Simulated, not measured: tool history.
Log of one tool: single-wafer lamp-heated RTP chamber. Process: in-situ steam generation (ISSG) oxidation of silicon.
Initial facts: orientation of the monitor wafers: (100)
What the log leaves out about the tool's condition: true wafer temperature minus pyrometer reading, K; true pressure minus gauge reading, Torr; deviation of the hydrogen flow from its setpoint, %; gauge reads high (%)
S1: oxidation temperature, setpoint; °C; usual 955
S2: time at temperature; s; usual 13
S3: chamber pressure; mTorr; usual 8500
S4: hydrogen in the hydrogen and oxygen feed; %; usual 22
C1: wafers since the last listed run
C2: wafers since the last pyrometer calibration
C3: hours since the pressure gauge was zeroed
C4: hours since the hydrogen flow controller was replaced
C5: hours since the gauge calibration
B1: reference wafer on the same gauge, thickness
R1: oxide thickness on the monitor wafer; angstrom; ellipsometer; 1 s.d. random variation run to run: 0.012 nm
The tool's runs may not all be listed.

Run 1, hour 0: usual settings but S2 16 s; C1 0; C2 2508; C3 2865.2; C4 2972.6; C5 340.3; B1 3.825. Result: R1 43.82 angstrom.
At hour 1.9: pyrometer window cleaned and pyrometer calibrated.
Run 2, hour 60.5: usual settings but S2 16 s; C1 897; C2 897; C3 2925.7; C4 3033.1; C5 400.8; B1 3.831. Result: R1 42.42 angstrom.
Run 3, hour 111.3: usual settings but S2 16 s; C1 778; C2 1676; C3 2976.5; C4 3083.9; C5 451.6; B1 3.831. Result: R1 42.97 angstrom.
At hour 151.1: pyrometer window cleaned and pyrometer calibrated.
Run 4, hour 156.8: usual settings; C1 574; C2 87; C3 3022; C4 3129.4; C5 497.1; B1 3.831. Result: R1 39.12 angstrom.
Run 5, hour 219.1: usual settings; C1 954; C2 1042; C3 3084.3; C4 3191.7; C5 559.4; B1 3.829. Result: R1 39.24 angstrom.
Run 6, hour 283.1: usual settings; C1 980; C2 2022; C3 3148.3; C4 3255.7; C5 623.4; B1 3.829. Result: R1 39.8 angstrom.
At hour 300.4: pyrometer window cleaned and pyrometer calibrated.
At hour 313.8: pressure gauge zeroed.
Run 7, hour 351.7: usual settings but S1 943 °C, S4 28 %; C1 806; C2 663; C3 37.9; C4 3324.3; C5 692; B1 3.826. Result: R1 40.48 angstrom.
At hour 379.9: hydrogen flow controller replaced.
Run 8, hour 388.5: usual settings; C1 441; C2 1104; C3 74.7; C4 8.6; C5 728.8; B1 3.829. Result: R1 39.51 angstrom.
Run 9, hour 415.8: usual settings but S1 968 °C, S2 9 s, S3 9100 mTorr, S4 18 %; C1 418; C2 1523; C3 102; C4 35.9; C5 756.1; B1 3.832. Result: R1 33.61 angstrom.
At hour 436: pyrometer window cleaned and pyrometer calibrated.
Run 10, hour 449.7: usual settings but S4 14 %; C1 396; C2 210; C3 135.9; C4 69.8; C5 790; B1 3.825. Result: R1 35.34 angstrom.
At hour 556.2: gauge calibrated.
At hour 578.5: pyrometer window cleaned and pyrometer calibrated.
Run 11, hour 610.2: usual settings but S1 961 °C, S4 19 %; C1 2337; C2 485; C3 296.4; C4 230.3; C5 54; B1 3.833. Result: R1 38.16 angstrom.
Run 12, hour 668.9: usual settings but S2 8 s; C1 899; C2 1385; C3 355.1; C4 289; C5 112.7; B1 3.831. Result: R1 32.99 angstrom.
Run 13, hour 714.4: usual settings but S1 963 °C, S2 16 s, S3 7500 mTorr, S4 25 %; C1 697; C2 2082; C3 400.6; C4 334.5; C5 158.2; B1 3.836. Result: R1 45.88 angstrom.
At hour 749.8: pyrometer window cleaned and pyrometer calibrated.
Run 14, hour 758: usual settings; C1 545; C2 126; C3 444.2; C4 378.1; C5 201.8; B1 3.832. Result: R1 39.3 angstrom.
Run 15, hour 784.7: usual settings but S1 944 °C, S2 12 s, S3 9100 mTorr, S4 25 %; C1 409; C2 535; C3 470.9; C4 404.8; C5 228.5; B1 3.828. Result: R1 37.78 angstrom.

3 options for the next run, each taken on its own from the tool as it stands now. Forecast them:
Run A, hour 785.1: usual settings but S1 943 °C; C1 6; C2 541; C3 471.3; C4 405.2; C5 228.9; B1 ?. Result: R1 ?.
Run B, hour 785.1: usual settings but S3 7800 mTorr; C1 6; C2 541; C3 471.3; C4 405.2; C5 228.9; B1 ?. Result: R1 ?.
Run C, hour 785.1: usual settings but S4 15 %; C1 6; C2 541; C3 471.3; C4 405.2; C5 228.9; B1 ?. Result: R1 ?.

run     B1     R1
  A  3.831  37.88
  B  3.831  39.17
  C  3.831  35.69
Without the tool's hidden state the same runs would have given:
run     R1
  A  37.73
  B  39.01
  C  35.54

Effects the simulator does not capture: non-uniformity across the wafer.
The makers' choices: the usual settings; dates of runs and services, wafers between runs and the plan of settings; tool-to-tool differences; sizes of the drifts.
